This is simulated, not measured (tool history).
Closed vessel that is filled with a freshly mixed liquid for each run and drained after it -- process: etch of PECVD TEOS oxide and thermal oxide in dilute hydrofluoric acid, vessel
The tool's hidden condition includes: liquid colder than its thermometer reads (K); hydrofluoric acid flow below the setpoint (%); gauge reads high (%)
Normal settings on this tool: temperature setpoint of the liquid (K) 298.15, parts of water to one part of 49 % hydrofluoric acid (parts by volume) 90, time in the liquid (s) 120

| run | hour | temperature setpoint of the liquid (K) | parts of water to one part of 49 % hydrofluoric acid (parts by volume) | time in the liquid (s) | wafers since the last listed run | hours since the thermometer was replaced | hours since the hydrofluoric acid flow meter was replaced | hours since the gauge calibration | read-back film thickness of the PECVD TEOS oxide reference wafer, read on the same gauge (nm) | read-back film thickness of the thermal oxide reference wafer, read on the same gauge (nm) | thickness taken off the PECVD TEOS oxide on a monitor wafer (angstrom) | thickness taken off the thermal oxide on a monitor wafer (angstrom) |
|---|---|---|---|---|---|---|---|---|---|---|---|---|
| 1 | 0.0 | 298.15 | 90 | 140 | 0 | 2294.1 | 707.5 | 90.6 | 150.00 | 40.00 | 231.2 | 59.5 |
| 2 | 17.0 | 298.15 | 90 | 140 | 2255 | 2311.1 | 724.5 | 107.6 | 150.00 | 40.00 | 228.4 | 58.9 |
| 3 | 24.8 | 299.65 | 90 | 120 | 1035 | 2318.9 | 732.3 | 115.4 | 149.98 | 40.01 | 206.5 | 53.9 |
| 4 | 34.8 | 299.65 | 90 | 120 | 1326 | 2328.9 | 742.3 | 125.4 | 149.99 | 40.01 | 206.6 | 53.7 |
| 5 | 42.8 | 298.15 | 90 | 120 | 1061 | 2336.9 | 750.3 | 133.4 | 150.01 | 40.01 | 195.7 | 50.9 |
| 6 | 56.0 | 298.15 | 90 | 120 | 1751 | 2350.1 | 763.5 | 146.6 | 150.00 | 40.01 | 195.7 | 51.0 |
| 7 | 68.3 | 298.15 | 90 | 120 | 1632 | 2362.4 | 775.8 | 158.9 | 150.02 | 40.01 | 192.8 | 50.3 |
|  | 81.5 | hydrofluoric acid flow meter replaced |
| 8 | 82.0 | 298.15 | 90 | 120 | 1685 | 2376.1 | 0.5 | 172.6 | 150.00 | 40.01 | 220.5 | 57.2 |
| 9 | 88.1 | 296.15 | 80 | 140 | 809 | 2382.2 | 6.6 | 178.7 | 150.03 | 39.98 | 268.3 | 68.5 |
| 10 | 94.4 | 298.15 | 90 | 120 | 835 | 2388.5 | 12.9 | 185.0 | 150.01 | 40.00 | 220.4 | 56.9 |
| 11 | 106.6 | 298.15 | 90 | 120 | 1618 | 2400.7 | 25.1 | 197.2 | 149.98 | 39.98 | 216.4 | 56.3 |
| 12 | 120.1 | 298.15 | 90 | 120 | 1791 | 2414.2 | 38.6 | 210.7 | 150.01 | 40.00 | 217.1 | 56.9 |
| 13 | 132.8 | 295.65 | 90 | 160 | 1685 | 2426.9 | 51.3 | 223.4 | 150.02 | 40.00 | 262.9 | 67.8 |
|  | 133.2 | gauge calibrated |
| 14 | 143.7 | 293.65 | 105 | 180 | 1446 | 2437.8 | 62.2 | 10.5 | 150.01 | 40.03 | 228.9 | 59.5 |
| 15 | 155.3 | 301.15 | 120 | 120 | 1539 | 2449.4 | 73.8 | 22.1 | 149.97 | 40.01 | 176.6 | 45.0 |
|  | 161.5 | thermometer replaced |
| 16 | 167.4 | 298.15 | 70 | 120 | 1472 | 5.9 | 85.9 | 34.2 | 150.00 | 40.01 | 282.9 | 74.1 |
| 17 | 183.0 | 298.15 | 90 | 85 | 2070 | 21.5 | 101.5 | 49.8 | 149.99 | 40.00 | 154.2 | 39.3 |
| 18 | 194.9 | 302.15 | 90 | 120 | 1579 | 33.4 | 113.4 | 61.7 | 150.00 | 40.00 | 253.0 | 65.4 |
| 19 | 209.3 | 298.15 | 90 | 120 | 1910 | 47.8 | 127.8 | 76.1 | 150.01 | 39.99 | 211.9 | 55.3 |
| 20 | 215.7 | 296.15 | 65 | 55 | 849 | 54.2 | 134.2 | 82.5 | 150.00 | 39.99 | 131.2 | 33.6 |
| 21 | 230.9 | 294.15 | 60 | 160 | 2017 | 69.4 | 149.4 | 97.7 | 150.00 | 39.99 | 375.1 | 97.3 |
| 22 | 239.1 | 298.15 | 110 | 120 | 1088 | 77.6 | 157.6 | 105.9 | 149.99 | 39.99 | 170.2 | 44.4 |
| 23 | 245.4 | 295.65 | 125 | 180 | 835 | 83.9 | 163.9 | 112.2 | 149.99 | 39.98 | 202.8 | 52.2 |
| 24 | 254.9 | 301.65 | 105 | 120 | 1260 | 93.4 | 173.4 | 121.7 | 150.01 | 40.00 | 203.7 | 52.6 |
| 25 | 271.3 | 298.15 | 90 | 120 | 2176 | 109.8 | 189.8 | 138.1 | 150.00 | 40.02 | 211.9 | 55.2 |

Predict each of these 5 candidate next runs independently; none follows another, all start after run 25:
| A | 272.0 | 298.15 | 75 | 120 | 92 | 110.5 | 190.5 | 138.8 | ? | ? | ? | ? |
| B | 272.0 | 300.65 | 120 | 65 | 92 | 110.5 | 190.5 | 138.8 | ? | ? | ? | ? |
| C | 272.0 | 296.65 | 75 | 185 | 92 | 110.5 | 190.5 | 138.8 | ? | ? | ? | ? |
| D | 272.0 | 298.15 | 90 | 165 | 92 | 110.5 | 190.5 | 138.8 | ? | ? | ? | ? |
| E | 272.0 | 302.65 | 120 | 95 | 92 | 110.5 | 190.5 | 138.8 | ? | ? | ? | ? |

| run | read-back film thickness of the PECVD TEOS oxide reference wafer, read on the same gauge (nm) | read-back film thickness of the thermal oxide reference wafer, read on the same gauge (nm) | thickness taken off the PECVD TEOS oxide on a monitor wafer (angstrom) | thickness taken off the thermal oxide on a monitor wafer (angstrom) |
|---|---|---|---|---|
| A | 149.99 | 40.00 | 258.9 | 68.4 |
| B | 149.99 | 40.00 | 90.9 | 24.0 |
| C | 149.99 | 40.00 | 375.8 | 99.2 |
| D | 149.99 | 40.00 | 290.8 | 76.8 |
| E | 149.99 | 40.00 | 143.1 | 37.8 |
Without the tool's unlogged condition, the same runs would have read:
| run | thickness taken off the PECVD TEOS oxide on a monitor wafer (angstrom) | thickness taken off the thermal oxide on a monitor wafer (angstrom) |
|---|---|---|
| A | 270.1 | 71.3 |
| B | 95.0 | 25.1 |
| C | 392.0 | 103.5 |
| D | 303.5 | 80.1 |
| E | 149.7 | 39.5 |
